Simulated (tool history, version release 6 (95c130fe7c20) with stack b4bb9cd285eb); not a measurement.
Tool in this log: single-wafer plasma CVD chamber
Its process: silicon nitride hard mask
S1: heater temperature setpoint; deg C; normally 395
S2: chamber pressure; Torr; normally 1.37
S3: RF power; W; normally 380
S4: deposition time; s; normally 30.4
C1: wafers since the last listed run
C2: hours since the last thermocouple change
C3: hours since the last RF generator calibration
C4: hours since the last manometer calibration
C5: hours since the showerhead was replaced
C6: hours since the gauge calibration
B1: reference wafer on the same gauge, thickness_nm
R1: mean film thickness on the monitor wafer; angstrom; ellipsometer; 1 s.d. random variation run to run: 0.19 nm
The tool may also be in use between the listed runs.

run,day,S1,S2,S3,S4,C1,C2,C3,C4,C5,C6,B1,R1
1,0.000,395,1.37,330,27.9,0,1223.7,838.4,2101.2,2956.5,175.3,46.408,285.25
2,0.550,395,1.37,330,27.9,414,1236.9,851.6,2114.4,2969.7,188.5,46.388,287.43
3,1.279,395,1.37,350,30.4,549,1254.4,869.1,2131.9,2987.2,206.0,46.390,327.25
4,1.800,395,1.37,380,30.4,392,1266.9,881.6,2144.4,2999.7,218.5,46.383,356.14
5,2.488,395,1.18,380,30.4,518,1283.4,898.1,2160.9,3016.2,235.0,46.415,334.02
6,2.967,395,1.18,380,30.4,361,1294.9,909.6,2172.4,3027.7,246.5,46.426,331.40
# day 3.467: RF generator calibrated
7,3.671,384,1.37,360,30.4,279,1311.8,4.9,2189.3,3044.6,263.4,46.444,370.97
8,4.417,384,1.37,360,30.4,562,1329.7,22.8,2207.2,3062.5,281.3,46.417,367.99
9,4.750,395,1.37,380,26.1,251,1337.7,30.8,2215.2,3070.5,289.3,46.406,330.77
10,5.146,395,1.37,380,26.1,298,1347.2,40.3,2224.7,3080.0,298.8,46.414,330.44
# day 5.271: gauge calibrated
# day 5.850: thermocouple changed; heater temperature recalibrated
11,5.871,395,1.37,380,30.4,295,0.5,57.7,2242.1,3097.4,14.4,46.377,386.68
12,6.296,395,1.37,380,30.4,320,10.7,67.9,2252.3,3107.6,24.6,46.366,381.48
# day 7.483: showerhead replaced
13,8.004,405,1.37,380,30.4,1036,51.7,108.9,2293.3,12.5,65.6,46.402,384.00
# day 8.638: capacitance manometer re-zeroed and calibrated
14,8.658,395,1.37,380,30.4,241,67.4,124.6,0.5,28.2,81.3,46.341,387.05
15,8.671,395,1.37,380,33.8,9,67.7,124.9,0.8,28.5,81.6,46.474,428.99
16,9.162,401,1.63,455,25.2,370,79.5,136.7,12.6,40.3,93.4,46.415,394.59
17,9.542,409,1.66,400,25.5,285,88.6,145.8,21.7,49.4,102.5,46.399,361.47
18,9.954,403,1.05,380,24.9,311,98.5,155.7,31.6,59.3,112.4,46.495,276.75
19,10.438,395,1.37,425,36.2,364,110.1,167.3,43.2,70.9,124.0,46.414,504.58
20,10.950,395,1.17,355,25.7,386,122.4,179.6,55.5,83.2,136.3,46.433,285.59

Per-run results on a tool with no hidden state, each run keeping its own random variation:
Hidden state present: wafer temperature above the value expected at the setpoint (K); delivered RF power above the setpoint (%); true pressure above the setpoint (%); gauge reads high (%).
run,R1
1,310.85
2,314.16
3,358.10
4,389.21
5,366.40
6,364.49
7,373.30
8,370.32
9,332.88
10,332.57
11,389.24
12,384.06
13,386.90
14,390.13
15,432.40
16,397.29
17,364.34
18,279.21
19,508.92
20,288.38
